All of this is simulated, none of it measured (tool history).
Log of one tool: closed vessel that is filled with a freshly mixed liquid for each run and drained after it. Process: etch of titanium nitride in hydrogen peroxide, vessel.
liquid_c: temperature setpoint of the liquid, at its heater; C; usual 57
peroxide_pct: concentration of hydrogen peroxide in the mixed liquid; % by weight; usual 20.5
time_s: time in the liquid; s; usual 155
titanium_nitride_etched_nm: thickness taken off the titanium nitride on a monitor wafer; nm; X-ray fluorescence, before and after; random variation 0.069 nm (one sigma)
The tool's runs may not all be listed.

run	day	liquid_c	peroxide_pct	time_s	wafers since the last listed run	hours since the thermometer was replaced	hours since the peroxide flow meter was replaced	hours since the drum of peroxide was connected	hours since the gauge calibration	read-back film thickness of the titanium nitride reference wafer, read on the same gauge (nm)	titanium_nitride_etched_nm
1	0	57	23.5	190	0	480.3	159.7	406.8	979	40.01	12.23
# day 7.908: thermometer replaced
2	9.021	57	23.5	190	15934	26.7	376.2	623.3	1195.5	40.01	12.29
3	11.133	57	25	155	3748	77.4	426.9	674	1246.2	40.04	10.19
# day 11.671: new drum of peroxide connected
# day 21.988: peroxide flow meter replaced
4	24.138	57	17	155	22929	389.5	51.6	299.2	1558.3	40.02	9.45
5	27.721	57	20.5	155	6358	475.5	137.6	385.2	1644.3	39.98	9.76
6	30.621	57	20.5	155	5146	545.1	207.2	454.8	1713.9	40	9.66
# day 34.2: gauge calibrated
7	34.492	57	20.5	155	6869	638	300.1	547.7	7	39.97	9.74
# day 36.071: thermometer replaced
8	36.592	57	20.5	155	3652	12.5	350.5	598.1	57.4	39.93	9.67
9	39.229	60.5	20.5	155	4680	75.8	413.8	661.4	120.7	39.99	12.51
# day 41.146: new drum of peroxide connected
10	43.425	60.5	20.5	155	7372	176.5	514.5	54.7	221.4	40	12.38
11	46.908	52	20.5	250	6181	260.1	598.1	138.3	305	40.02	11.11

Forecast run 12:
12	50.008	57	20.5	155	5501	334.5	672.5	212.7	379.4	?	?

Run 12 gave read-back film thickness of the titanium nitride reference wafer, read on the same gauge (nm) 39.96, titanium_nitride_etched_nm 9.68 nm.
Without the tool's hidden state the same run would have given titanium_nitride_etched_nm 9.68 nm.

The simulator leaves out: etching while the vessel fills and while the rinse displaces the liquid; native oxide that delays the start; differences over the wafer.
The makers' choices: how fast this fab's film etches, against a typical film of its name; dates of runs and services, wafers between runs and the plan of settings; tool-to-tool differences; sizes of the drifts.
